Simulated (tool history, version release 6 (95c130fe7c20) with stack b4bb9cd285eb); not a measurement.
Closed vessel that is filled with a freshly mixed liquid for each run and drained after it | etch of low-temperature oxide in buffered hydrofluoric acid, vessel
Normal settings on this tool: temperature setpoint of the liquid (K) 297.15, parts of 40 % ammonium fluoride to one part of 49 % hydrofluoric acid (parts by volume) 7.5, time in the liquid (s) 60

run	hour	temperature setpoint of the liquid (K)	parts of 40 % ammonium fluoride to one part of 49 % hydrofluoric acid (parts by volume)	time in the liquid (s)	read-back film thickness of the low-temperature oxide reference wafer, read on the same gauge (nm)	thickness taken off the low-temperature oxide on a monitor wafer (nm)
1	0.0	297.15	7.5	35	140.02	122.83
2	57.1	297.15	7.5	60	140.01	210.03
3	102.8	297.15	7.5	60	139.97	209.41
4	190.5	297.15	7.5	60	140.00	208.71
5	265.3	297.15	6.0	60	139.99	257.05
6	309.9	297.15	7.5	60	140.02	208.92
7	352.2	297.15	7.5	60	140.03	206.82
8	415.4	297.15	7.5	60	140.00	206.65
9	503.2	297.15	7.5	60	140.00	204.77
# hour 541.6: thermometer replaced
10	597.2	297.15	7.5	60	140.00	210.29
11	685.0	297.15	7.5	60	140.01	209.68
12	725.5	297.15	7.5	60	140.00	208.93
# hour 732.1: gauge calibrated
13	794.6	297.15	7.5	60	140.03	210.97
14	873.3	297.15	5.5	40	139.99	185.48
# hour 985.5: hydrofluoric acid flow meter replaced
15	996.3	297.15	5.0	60	140.03	314.88
16	1061.9	297.15	7.5	60	140.02	217.31
17	1123.1	293.15	9.5	75	140.01	172.57
18	1195.3	297.15	7.5	60	140.01	215.15
19	1252.9	297.15	7.5	60	140.02	215.85
20	1323.3	297.15	7.5	60	140.00	214.17
21	1398.8	301.15	9.5	60	139.98	213.09
22	1468.0	297.15	5.5	60	139.99	281.71
23	1514.3	301.15	8.5	85	140.01	326.07
24	1551.8	294.15	7.5	60	140.01	180.27
25	1591.1	297.15	7.5	60	139.94	211.18
26	1666.5	297.15	9.5	95	140.00	267.88
27	1741.2	297.15	9.0	60	140.00	172.72

Below are 3 alternative next runs, each starting from the tool's condition after run 27. Predict each:
A	1741.9	297.15	7.5	45	?	?
B	1741.9	297.15	7.5	50	?	?
C	1741.9	293.65	6.0	30	?	?

run	read-back film thickness of the low-temperature oxide reference wafer, read on the same gauge (nm)	thickness taken off the low-temperature oxide on a monitor wafer (nm)
A	139.97	160.02
B	139.97	177.80
C	139.97	108.71
What these runs would have given with no unlogged condition in the tool:
run	thickness taken off the low-temperature oxide on a monitor wafer (nm)
A	169.16
B	187.95
C	114.52
